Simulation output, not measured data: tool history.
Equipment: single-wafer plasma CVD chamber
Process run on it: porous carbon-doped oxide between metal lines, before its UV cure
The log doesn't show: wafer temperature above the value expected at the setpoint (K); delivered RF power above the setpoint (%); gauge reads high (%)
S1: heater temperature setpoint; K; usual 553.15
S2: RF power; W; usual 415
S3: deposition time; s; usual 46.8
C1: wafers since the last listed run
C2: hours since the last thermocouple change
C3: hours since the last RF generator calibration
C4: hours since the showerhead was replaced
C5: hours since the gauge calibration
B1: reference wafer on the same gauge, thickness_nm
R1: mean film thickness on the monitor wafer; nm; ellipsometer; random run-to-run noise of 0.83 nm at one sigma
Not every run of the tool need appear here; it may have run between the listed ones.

| run | hour | S1 | S2 | S3 | C1 | C2 | C3 | C4 | C5 | B1 | R1 |
|---|---|---|---|---|---|---|---|---|---|---|---|
| 1 | 0.0 | 545.15 | 415 | 46.8 | 0 | 1568.9 | 646.9 | 4905.8 | 910.0 | 206.145 | 261.218 |
|  | 8.6 | gauge calibrated |
| 2 | 102.3 | 545.15 | 415 | 46.8 | 2270 | 1671.2 | 749.2 | 5008.1 | 93.7 | 205.959 | 262.701 |
| 3 | 173.4 | 553.15 | 415 | 53.0 | 1577 | 1742.3 | 820.3 | 5079.2 | 164.8 | 205.817 | 283.278 |
| 4 | 241.1 | 560.15 | 415 | 46.8 | 1502 | 1810.0 | 888.0 | 5146.9 | 232.5 | 206.251 | 239.250 |
| 5 | 315.8 | 553.15 | 415 | 46.8 | 1657 | 1884.7 | 962.7 | 5221.6 | 307.2 | 205.991 | 248.855 |
| 6 | 414.3 | 548.15 | 415 | 51.5 | 2185 | 1983.2 | 1061.2 | 5320.1 | 405.7 | 205.853 | 282.283 |
| 7 | 497.2 | 548.15 | 415 | 51.5 | 1839 | 2066.1 | 1144.1 | 5403.0 | 488.6 | 205.805 | 283.614 |
|  | 531.4 | thermocouple changed; heater temperature recalibrated |
| 8 | 574.7 | 547.15 | 385 | 46.8 | 1542 | 43.3 | 1221.6 | 5480.5 | 566.1 | 205.961 | 244.469 |
| 9 | 629.4 | 553.15 | 415 | 49.0 | 1213 | 98.0 | 1276.3 | 5535.2 | 620.8 | 206.096 | 260.094 |
| 10 | 693.0 | 553.15 | 415 | 49.0 | 1411 | 161.6 | 1339.9 | 5598.8 | 684.4 | 206.069 | 260.894 |
| 11 | 794.0 | 553.15 | 415 | 46.8 | 2241 | 262.6 | 1440.9 | 5699.8 | 785.4 | 205.797 | 249.126 |
|  | 835.4 | gauge calibrated |
| 12 | 875.4 | 542.15 | 415 | 42.4 | 1806 | 344.0 | 1522.3 | 5781.2 | 40.0 | 206.317 | 243.764 |
| 13 | 934.9 | 553.15 | 415 | 42.6 | 1320 | 403.5 | 1581.8 | 5840.7 | 99.5 | 206.222 | 227.453 |
| 14 | 982.7 | 566.15 | 345 | 39.1 | 1060 | 451.3 | 1629.6 | 5888.5 | 147.3 | 205.949 | 169.325 |
| 15 | 1040.3 | 553.15 | 415 | 46.8 | 1278 | 508.9 | 1687.2 | 5946.1 | 204.9 | 205.922 | 250.005 |
|  | 1117.3 | showerhead replaced |
| 16 | 1127.9 | 553.15 | 460 | 41.5 | 1766 | 596.5 | 1774.8 | 10.6 | 292.5 | 206.088 | 238.887 |
|  | 1185.4 | RF generator calibrated |
| 17 | 1220.4 | 553.15 | 370 | 46.8 | 1875 | 689.0 | 35.0 | 103.1 | 385.0 | 205.889 | 229.969 |
| 18 | 1278.8 | 559.15 | 370 | 50.8 | 1295 | 747.4 | 93.4 | 161.5 | 443.4 | 206.005 | 238.342 |
| 19 | 1351.7 | 566.15 | 345 | 39.1 | 1617 | 820.3 | 166.3 | 234.4 | 516.3 | 206.241 | 168.255 |
| 20 | 1413.2 | 559.15 | 480 | 46.8 | 1364 | 881.8 | 227.8 | 295.9 | 577.8 | 205.849 | 268.535 |

Predict the results of run 21:
| 21 | 1506.0 | 553.15 | 415 | 46.8 | 2059 | 974.6 | 320.6 | 388.7 | 670.6 | ? | ? |

B1: 206.137
R1: 250.192 nm
The same run, on a tool lacking any hidden state, would have yielded R1 250.192 nm.
